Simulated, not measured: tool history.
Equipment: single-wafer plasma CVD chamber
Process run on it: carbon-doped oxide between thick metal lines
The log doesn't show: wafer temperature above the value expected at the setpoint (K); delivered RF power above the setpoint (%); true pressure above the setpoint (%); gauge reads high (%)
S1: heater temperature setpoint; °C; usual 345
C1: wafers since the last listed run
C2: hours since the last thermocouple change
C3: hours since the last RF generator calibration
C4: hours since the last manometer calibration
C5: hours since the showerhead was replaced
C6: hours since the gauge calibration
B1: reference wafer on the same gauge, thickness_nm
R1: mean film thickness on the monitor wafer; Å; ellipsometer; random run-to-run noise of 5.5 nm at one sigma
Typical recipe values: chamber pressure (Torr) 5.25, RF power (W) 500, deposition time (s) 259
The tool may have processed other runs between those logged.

run 1 hour=0 | S1=345 chamber_pressure_(Torr)=5.25 RF_power_(W)=460 deposition_time_(s)=259 | C1=0 C2=1502.7 C3=873.9 C4=509.7 C5=4957.7 C6=2167.3 | B1=1260.004 | R1=11383.34
-- hour=9.3 gauge calibrated
run 2 hour=37.3 | S1=345 chamber_pressure_(Torr)=5.25 RF_power_(W)=460 deposition_time_(s)=259 | C1=151 C2=1540 C3=911.2 C4=547 C5=4995 C6=28 | B1=1260.218 | R1=11419.47
run 3 hour=134.8 | S1=345 chamber_pressure_(Torr)=5.25 RF_power_(W)=500 deposition_time_(s)=259 | C1=395 C2=1637.5 C3=1008.7 C4=644.5 C5=5092.5 C6=125.5 | B1=1260.318 | R1=11879.96
-- hour=156.9 thermocouple changed; heater temperature recalibrated
run 4 hour=221.8 | S1=345 chamber_pressure_(Torr)=5.25 RF_power_(W)=500 deposition_time_(s)=259 | C1=320 C2=64.9 C3=1095.7 C4=731.5 C5=5179.5 C6=212.5 | B1=1260.319 | R1=11871.84
-- hour=283.6 capacitance manometer re-zeroed and calibrated
run 5 hour=284.1 | S1=345 chamber_pressure_(Torr)=5.25 RF_power_(W)=435 deposition_time_(s)=259 | C1=220 C2=127.2 C3=1158 C4=0.5 C5=5241.8 C6=274.8 | B1=1260.167 | R1=11211.03
-- hour=362.7 RF generator calibrated
run 6 hour=379.3 | S1=345 chamber_pressure_(Torr)=5.25 RF_power_(W)=435 deposition_time_(s)=259 | C1=353 C2=222.4 C3=16.6 C4=95.7 C5=5337 C6=370 | B1=1259.591 | R1=11177.44
run 7 hour=444.9 | S1=345 chamber_pressure_(Torr)=5.25 RF_power_(W)=500 deposition_time_(s)=259 | C1=265 C2=288 C3=82.2 C4=161.3 C5=5402.6 C6=435.6 | B1=1259.807 | R1=11940.66
run 8 hour=526.5 | S1=334 chamber_pressure_(Torr)=6.04 RF_power_(W)=445 deposition_time_(s)=235 | C1=330 C2=369.6 C3=163.8 C4=242.9 C5=5484.2 C6=517.2 | B1=1260.095 | R1=10798.19
run 9 hour=601.7 | S1=345 chamber_pressure_(Torr)=5.25 RF_power_(W)=500 deposition_time_(s)=259 | C1=304 C2=444.8 C3=239 C4=318.1 C5=5559.4 C6=592.4 | B1=1259.816 | R1=11992.43
run 10 hour=707.5 | S1=345 chamber_pressure_(Torr)=5.74 RF_power_(W)=550 deposition_time_(s)=259 | C1=428 C2=550.6 C3=344.8 C4=423.9 C5=5665.2 C6=698.2 | B1=1259.679 | R1=12834.65
run 11 hour=802 | S1=332 chamber_pressure_(Torr)=5.25 RF_power_(W)=565 deposition_time_(s)=240 | C1=382 C2=645.1 C3=439.3 C4=518.4 C5=5759.7 C6=792.7 | B1=1259.354 | R1=12384.76
run 12 hour=847.4 | S1=355 chamber_pressure_(Torr)=5.25 RF_power_(W)=465 deposition_time_(s)=259 | C1=183 C2=690.5 C3=484.7 C4=563.8 C5=5805.1 C6=838.1 | B1=1259.799 | R1=11163.36
run 13 hour=923.9 | S1=333 chamber_pressure_(Torr)=4.91 RF_power_(W)=400 deposition_time_(s)=246 | C1=309 C2=767 C3=561.2 C4=640.3 C5=5881.6 C6=914.6 | B1=1258.769 | R1=10237.47
run 14 hour=992 | S1=359 chamber_pressure_(Torr)=5.98 RF_power_(W)=570 deposition_time_(s)=219 | C1=275 C2=835.1 C3=629.3 C4=708.4 C5=5949.7 C6=982.7 | B1=1260.571 | R1=10701.88
-- hour=1016.9 showerhead replaced
run 15 hour=1086.4 | S1=345 chamber_pressure_(Torr)=4.17 RF_power_(W)=500 deposition_time_(s)=259 | C1=350 C2=929.5 C3=723.7 C4=802.8 C5=69.5 C6=1077.1 | B1=1260.796 | R1=11279.71
run 16 hour=1124.8 | S1=345 chamber_pressure_(Torr)=4.22 RF_power_(W)=455 deposition_time_(s)=259 | C1=155 C2=967.9 C3=762.1 C4=841.2 C5=107.9 C6=1115.5 | B1=1259.236 | R1=10927.18
run 17 hour=1191.8 | S1=345 chamber_pressure_(Torr)=4.06 RF_power_(W)=500 deposition_time_(s)=259 | C1=271 C2=1034.9 C3=829.1 C4=908.2 C5=174.9 C6=1182.5 | B1=1259.148 | R1=11295.08
-- hour=1218.2 capacitance manometer re-zeroed and calibrated
run 18 hour=1299.7 | S1=345 chamber_pressure_(Torr)=5.25 RF_power_(W)=500 deposition_time_(s)=259 | C1=404 C2=1142.8 C3=937 C4=81.5 C5=282.8 C6=1290.4 | B1=1259.749 | R1=12001.25

What will run 19 give?
run 19 hour=1398.8 | S1=345 chamber_pressure_(Torr)=5.25 RF_power_(W)=500 deposition_time_(s)=211 | C1=401 C2=1241.9 C3=1036.1 C4=180.6 C5=381.9 C6=1389.5 | B1=? | R1=?

{"run 19": {"B1": 1260.118, "R1": 9809.75}}
Had the tool carried no hidden state, the very same run would have given R1 9820.7 Å.

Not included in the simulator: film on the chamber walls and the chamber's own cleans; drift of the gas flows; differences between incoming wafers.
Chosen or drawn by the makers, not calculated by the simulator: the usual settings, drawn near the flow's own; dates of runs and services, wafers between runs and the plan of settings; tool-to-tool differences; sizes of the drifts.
